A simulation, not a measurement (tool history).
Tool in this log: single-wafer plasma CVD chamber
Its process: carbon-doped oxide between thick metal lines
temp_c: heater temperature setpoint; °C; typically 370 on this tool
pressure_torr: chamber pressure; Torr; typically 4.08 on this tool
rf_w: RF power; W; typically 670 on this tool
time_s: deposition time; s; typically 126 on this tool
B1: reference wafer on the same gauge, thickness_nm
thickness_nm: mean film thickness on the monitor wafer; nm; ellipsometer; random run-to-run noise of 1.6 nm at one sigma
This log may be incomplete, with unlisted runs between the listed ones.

run 1 hour=0.0 | temp_c=370 pressure_torr=4.08 rf_w=670 time_s=126 | B1=793.881 | thickness_nm=688.461
run 2 hour=51.1 | temp_c=370 pressure_torr=4.08 rf_w=670 time_s=126 | B1=794.559 | thickness_nm=690.393
-- hour=106.6 RF generator calibrated
run 3 hour=111.3 | temp_c=370 pressure_torr=4.08 rf_w=670 time_s=126 | B1=794.081 | thickness_nm=687.486
-- hour=146.2 showerhead replaced
run 4 hour=183.0 | temp_c=370 pressure_torr=4.08 rf_w=670 time_s=126 | B1=793.293 | thickness_nm=686.316
run 5 hour=228.9 | temp_c=370 pressure_torr=4.08 rf_w=670 time_s=126 | B1=793.763 | thickness_nm=686.715
-- hour=263.0 capacitance manometer re-zeroed and calibrated
-- hour=280.7 thermocouple changed; heater temperature recalibrated
run 6 hour=300.4 | temp_c=370 pressure_torr=4.08 rf_w=670 time_s=126 | B1=793.961 | thickness_nm=702.322
run 7 hour=358.7 | temp_c=370 pressure_torr=4.08 rf_w=670 time_s=126 | B1=793.761 | thickness_nm=701.046
run 8 hour=389.3 | temp_c=370 pressure_torr=4.08 rf_w=670 time_s=126 | B1=794.557 | thickness_nm=700.055
-- hour=396.8 gauge calibrated
run 9 hour=441.8 | temp_c=370 pressure_torr=4.08 rf_w=670 time_s=126 | B1=793.468 | thickness_nm=697.992
run 10 hour=493.8 | temp_c=370 pressure_torr=4.46 rf_w=670 time_s=113 | B1=793.609 | thickness_nm=631.852
run 11 hour=553.7 | temp_c=370 pressure_torr=4.08 rf_w=795 time_s=126 | B1=794.011 | thickness_nm=773.314
run 12 hour=604.5 | temp_c=364 pressure_torr=4.08 rf_w=585 time_s=126 | B1=793.914 | thickness_nm=639.307
run 13 hour=649.8 | temp_c=370 pressure_torr=4.08 rf_w=760 time_s=126 | B1=794.059 | thickness_nm=751.124
run 14 hour=691.2 | temp_c=370 pressure_torr=4.08 rf_w=760 time_s=126 | B1=794.126 | thickness_nm=752.669
run 15 hour=734.4 | temp_c=375 pressure_torr=4.96 rf_w=670 time_s=126 | B1=794.083 | thickness_nm=702.766
run 16 hour=779.1 | temp_c=370 pressure_torr=4.08 rf_w=715 time_s=118 | B1=794.228 | thickness_nm=676.592
run 17 hour=838.1 | temp_c=380 pressure_torr=4.08 rf_w=780 time_s=109 | B1=793.814 | thickness_nm=649.127
run 18 hour=875.9 | temp_c=370 pressure_torr=4.08 rf_w=670 time_s=126 | B1=793.852 | thickness_nm=687.468
run 19 hour=940.6 | temp_c=356 pressure_torr=4.37 rf_w=670 time_s=126 | B1=793.388 | thickness_nm=713.754
run 20 hour=1013.3 | temp_c=380 pressure_torr=4.08 rf_w=670 time_s=126 | B1=794.327 | thickness_nm=675.456
run 21 hour=1066.2 | temp_c=370 pressure_torr=4.08 rf_w=595 time_s=126 | B1=794.190 | thickness_nm=632.625
run 22 hour=1245.8 | temp_c=370 pressure_torr=3.43 rf_w=625 time_s=142 | B1=793.843 | thickness_nm=722.964
run 23 hour=1270.6 | temp_c=370 pressure_torr=5.09 rf_w=670 time_s=126 | B1=794.310 | thickness_nm=709.670
-- hour=1288.6 thermocouple changed; heater temperature recalibrated
run 24 hour=1312.3 | temp_c=366 pressure_torr=4.08 rf_w=575 time_s=126 | B1=794.096 | thickness_nm=629.586
-- hour=1359.6 capacitance manometer re-zeroed and calibrated
run 25 hour=1360.1 | temp_c=370 pressure_torr=4.08 rf_w=670 time_s=126 | B1=794.210 | thickness_nm=700.983
run 26 hour=1387.4 | temp_c=370 pressure_torr=4.08 rf_w=540 time_s=107 | B1=793.845 | thickness_nm=513.303
run 27 hour=1424.4 | temp_c=370 pressure_torr=4.08 rf_w=730 time_s=126 | B1=793.627 | thickness_nm=740.854
run 28 hour=1481.0 | temp_c=380 pressure_torr=4.08 rf_w=780 time_s=109 | B1=793.846 | thickness_nm=652.364

Branching from run 28: 4 alternative next runs. What would each branch give?
run A hour=1481.4 | temp_c=370 pressure_torr=4.08 rf_w=670 time_s=103 | B1=? | thickness_nm=?
run B hour=1481.4 | temp_c=370 pressure_torr=3.61 rf_w=670 time_s=126 | B1=? | thickness_nm=?
run C hour=1481.4 | temp_c=384 pressure_torr=4.08 rf_w=570 time_s=126 | B1=? | thickness_nm=?
run D hour=1481.4 | temp_c=379 pressure_torr=4.08 rf_w=670 time_s=126 | B1=? | thickness_nm=?

run=A B1=794.229 thickness_nm=570.526
run=B B1=794.229 thickness_nm=686.564
run=C B1=794.229 thickness_nm=607.858
run=D B1=794.229 thickness_nm=685.672
With no hidden state in the tool, these same runs would have given:
run=A thickness_nm=575.485
run=B thickness_nm=692.176
run=C thickness_nm=612.732
run=D thickness_nm=691.382

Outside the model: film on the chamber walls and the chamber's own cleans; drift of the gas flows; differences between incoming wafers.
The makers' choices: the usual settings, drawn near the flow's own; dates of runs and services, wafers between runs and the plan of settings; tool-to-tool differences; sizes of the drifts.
